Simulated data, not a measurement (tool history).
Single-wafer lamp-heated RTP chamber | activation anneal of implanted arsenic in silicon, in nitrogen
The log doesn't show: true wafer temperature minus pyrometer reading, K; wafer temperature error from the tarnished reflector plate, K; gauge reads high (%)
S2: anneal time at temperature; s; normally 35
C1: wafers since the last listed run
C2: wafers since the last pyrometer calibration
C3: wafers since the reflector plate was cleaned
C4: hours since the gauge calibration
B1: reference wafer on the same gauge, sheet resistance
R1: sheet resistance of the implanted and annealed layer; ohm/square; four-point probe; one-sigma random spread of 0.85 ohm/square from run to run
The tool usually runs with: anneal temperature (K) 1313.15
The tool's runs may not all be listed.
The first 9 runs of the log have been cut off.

run 10 hour=449.9 | anneal_temperature_(K)=1313.15 S2=50 | C1=529 C2=2452 C3=1887 C4=818.3 | B1=588.92 | R1=560.1
run 11 hour=506.5 | anneal_temperature_(K)=1313.15 S2=50 | C1=886 C2=3339 C3=2773 C4=874.9 | B1=588.83 | R1=559.75
run 12 hour=576.3 | anneal_temperature_(K)=1313.15 S2=35 | C1=1093 C2=4432 C3=3867 C4=944.7 | B1=589.06 | R1=565.19
run 13 hour=643.4 | anneal_temperature_(K)=1313.15 S2=35 | C1=1051 C2=5484 C3=4919 C4=1011.8 | B1=588.95 | R1=562.75
-- hour=661.2 pyrometer window cleaned and pyrometer calibrated
run 14 hour=706.8 | anneal_temperature_(K)=1289.15 S2=35 | C1=868 C2=714 C3=5787 C4=1075.2 | B1=588.83 | R1=571.13
-- hour=722.2 gauge calibrated
run 15 hour=773.2 | anneal_temperature_(K)=1289.15 S2=35 | C1=1040 C2=1755 C3=6827 C4=51 | B1=588.98 | R1=568.76
run 16 hour=804 | anneal_temperature_(K)=1313.15 S2=24 | C1=482 C2=2237 C3=7310 C4=81.8 | B1=588.66 | R1=568.1
-- hour=846.8 reflector plate cleaned
run 17 hour=875.7 | anneal_temperature_(K)=1313.15 S2=24 | C1=998 C2=3235 C3=452 C4=153.5 | B1=588.74 | R1=567.59
run 18 hour=913.2 | anneal_temperature_(K)=1287.15 S2=21 | C1=587 C2=3823 C3=1039 C4=191 | B1=589.29 | R1=572.4
-- hour=955.9 pyrometer window cleaned and pyrometer calibrated
run 19 hour=968 | anneal_temperature_(K)=1289.15 S2=35 | C1=733 C2=189 C3=1773 C4=245.8 | B1=589.37 | R1=570.34
run 20 hour=1016.1 | anneal_temperature_(K)=1313.15 S2=29 | C1=753 C2=943 C3=2526 C4=293.9 | B1=589.05 | R1=568.55
run 21 hour=1053.5 | anneal_temperature_(K)=1292.15 S2=41 | C1=586 C2=1529 C3=3112 C4=331.3 | B1=588.94 | R1=568.24
run 22 hour=1098.9 | anneal_temperature_(K)=1331.15 S2=56 | C1=711 C2=2240 C3=3824 C4=376.7 | B1=588.98 | R1=552.67
run 23 hour=1131.1 | anneal_temperature_(K)=1313.15 S2=35 | C1=504 C2=2745 C3=4328 C4=408.9 | B1=588.88 | R1=564.05
run 24 hour=1157.6 | anneal_temperature_(K)=1329.15 S2=35 | C1=415 C2=3160 C3=4744 C4=435.4 | B1=588.79 | R1=559.89
run 25 hour=1210.6 | anneal_temperature_(K)=1295.15 S2=44 | C1=830 C2=3991 C3=5574 C4=488.4 | B1=589.27 | R1=566.03
run 26 hour=1248.6 | anneal_temperature_(K)=1296.15 S2=29 | C1=595 C2=4586 C3=6169 C4=526.4 | B1=588.98 | R1=568.66
-- hour=1280.6 pyrometer window cleaned and pyrometer calibrated
run 27 hour=1290.8 | anneal_temperature_(K)=1313.15 S2=35 | C1=535 C2=159 C3=6705 C4=568.6 | B1=589.1 | R1=563.8
run 28 hour=1351.7 | anneal_temperature_(K)=1283.15 S2=20 | C1=954 C2=1113 C3=7660 C4=629.5 | B1=588.95 | R1=572.92
-- hour=1366.6 reflector plate cleaned
run 29 hour=1468.3 | anneal_temperature_(K)=1288.15 S2=54 | C1=1701 C2=2815 C3=1593 C4=746.1 | B1=588.9 | R1=566.4
run 30 hour=1515.6 | anneal_temperature_(K)=1325.15 S2=55 | C1=741 C2=3556 C3=2334 C4=793.4 | B1=588.93 | R1=553.86
run 31 hour=1570.3 | anneal_temperature_(K)=1313.15 S2=35 | C1=857 C2=4413 C3=3191 C4=848.1 | B1=588.9 | R1=561.7
-- hour=1606.9 pyrometer window cleaned and pyrometer calibrated
run 32 hour=1607.4 | anneal_temperature_(K)=1323.15 S2=26 | C1=455 C2=7 C3=3647 C4=885.2 | B1=588.79 | R1=567.53
run 33 hour=1664.2 | anneal_temperature_(K)=1313.15 S2=35 | C1=890 C2=898 C3=4537 C4=942 | B1=589.18 | R1=565.89
run 34 hour=1712 | anneal_temperature_(K)=1285.15 S2=35 | C1=748 C2=1646 C3=5286 C4=989.8 | B1=588.95 | R1=571.22

3 options for the next run, each taken on its own from the tool as it stands now. Forecast them:
run A hour=1712.4 | anneal_temperature_(K)=1313.15 S2=35 | C1=6 C2=1653 C3=5292 C4=990.2 | B1=? | R1=?
run B hour=1712.4 | anneal_temperature_(K)=1295.15 S2=45 | C1=6 C2=1653 C3=5292 C4=990.2 | B1=? | R1=?
run C hour=1712.4 | anneal_temperature_(K)=1331.15 S2=27 | C1=6 C2=1653 C3=5292 C4=990.2 | B1=? | R1=?

run=A B1=589.04 R1=564.34
run=B B1=589.04 R1=565.89
run=C B1=589.04 R1=562.74
Stripped of hidden state, with their random variation kept, the same runs would have yielded:
run=A R1=565.63
run=B R1=567.05
run=C R1=564.16

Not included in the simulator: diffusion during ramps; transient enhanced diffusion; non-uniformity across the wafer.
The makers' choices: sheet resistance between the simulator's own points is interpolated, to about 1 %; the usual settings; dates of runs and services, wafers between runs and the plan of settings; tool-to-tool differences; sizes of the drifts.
